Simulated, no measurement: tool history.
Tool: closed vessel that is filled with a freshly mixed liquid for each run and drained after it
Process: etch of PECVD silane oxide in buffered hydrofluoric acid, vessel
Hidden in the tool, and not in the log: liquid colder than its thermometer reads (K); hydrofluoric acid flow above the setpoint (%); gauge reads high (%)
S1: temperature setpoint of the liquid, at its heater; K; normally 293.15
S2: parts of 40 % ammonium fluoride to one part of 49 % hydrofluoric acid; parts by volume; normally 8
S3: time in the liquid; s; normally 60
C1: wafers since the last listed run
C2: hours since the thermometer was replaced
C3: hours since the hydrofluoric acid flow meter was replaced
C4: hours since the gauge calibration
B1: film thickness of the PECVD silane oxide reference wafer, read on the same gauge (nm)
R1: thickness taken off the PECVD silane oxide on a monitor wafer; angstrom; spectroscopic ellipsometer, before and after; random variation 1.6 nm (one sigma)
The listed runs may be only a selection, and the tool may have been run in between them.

run     day      S1   S2  S3    C1      C2     C3     C4      B1      R1
  1       0  293.15    8  80     0    1481  619.3  134.9  119.99  4111.7
  2   0.429  293.15    8  80  1082  1491.3  629.6  145.2  120.01  4100.1
  3   0.896  290.15    8  40  1177  1502.5  640.8  156.4  120.01  1748.9
  4   1.221  290.15    8  40   820  1510.3  648.6  164.2  120.01  1747.1
  5   1.546  290.15    8  40   820  1518.1  656.4    172  120.01  1732.1
  6   1.962  293.15    8  60  1051  1528.1  666.4    182  120.01  3064.8
  7   2.646  293.15    8  60  1724  1544.5  682.8  198.4  120.02  3108.3
  8   2.904  293.15    8  60   651  1550.7    689  204.6  119.99    3100
  9   3.233  293.15  9.5  60   830  1558.6  696.9  212.5  120.01  2558.8
 10   3.983  293.15    8  60  1892  1576.6  714.9  230.5  120.03  3124.4
 11   4.646  290.15    8  60  1671  1592.5  730.8  246.4  119.99  2653.9
 12   5.175  290.15    8  60  1335  1605.2  743.5  259.1  119.99  2655.7
 13   5.825  295.65   10  60  1640  1620.8  759.1  274.7     120  2831.9
 14   6.142  293.15    6  60   799  1628.4  766.7  282.3  120.03  4076.1
 15   6.446  297.15    8  60   767  1635.7    774  289.6  120.02  3903.6
 16   6.854  291.65   10  60  1030  1645.5  783.8  299.4  120.02  2287.8
 17   7.554  293.15    8  60  1766  1662.3  800.6  316.2  120.01  3170.6
      7.671  -- thermometer replaced
      7.708  -- hydrofluoric acid flow meter replaced
 18     8.2  293.15  6.5  45  1431    12.7   11.8  331.7  120.01  2641.6
      8.575  -- gauge calibrated
 19   9.854  293.15  6.5  75  4173    52.4   51.5   30.7  119.99  4372.1
 20  10.375  293.15    8  60  1314    64.9     64   43.2  119.98  2871.4
 21  10.871  293.15    8  60  1251    76.8   75.9   55.1  120.02  2901.5
 22  11.567  290.65    6  60  1755    93.5   92.6   71.8  119.99  3313.7
 23  12.133  294.65    7  60  1429   107.1  106.2   85.4  119.99  3615.3
 24  12.692  293.15  9.5  70  1408   120.5  119.6   98.8  120.02  2840.7

Branching from run 24: 3 alternative next runs. What would each branch give?
  A  12.721  291.65   8  60  73  121.2  120.3  99.5   ?   ?
  B  12.721  293.15   7  60  73  121.2  120.3  99.5   ?   ?
  C  12.721  293.15   7  85  73  121.2  120.3  99.5   ?   ?

run      B1      R1
  A  119.99  2656.2
  B  119.99  3324.6
  C  119.99  4709.8
With no hidden state in the tool, these same runs would have given:
run      R1
  A  2600.5
  B  3268.7
  C  4630.7
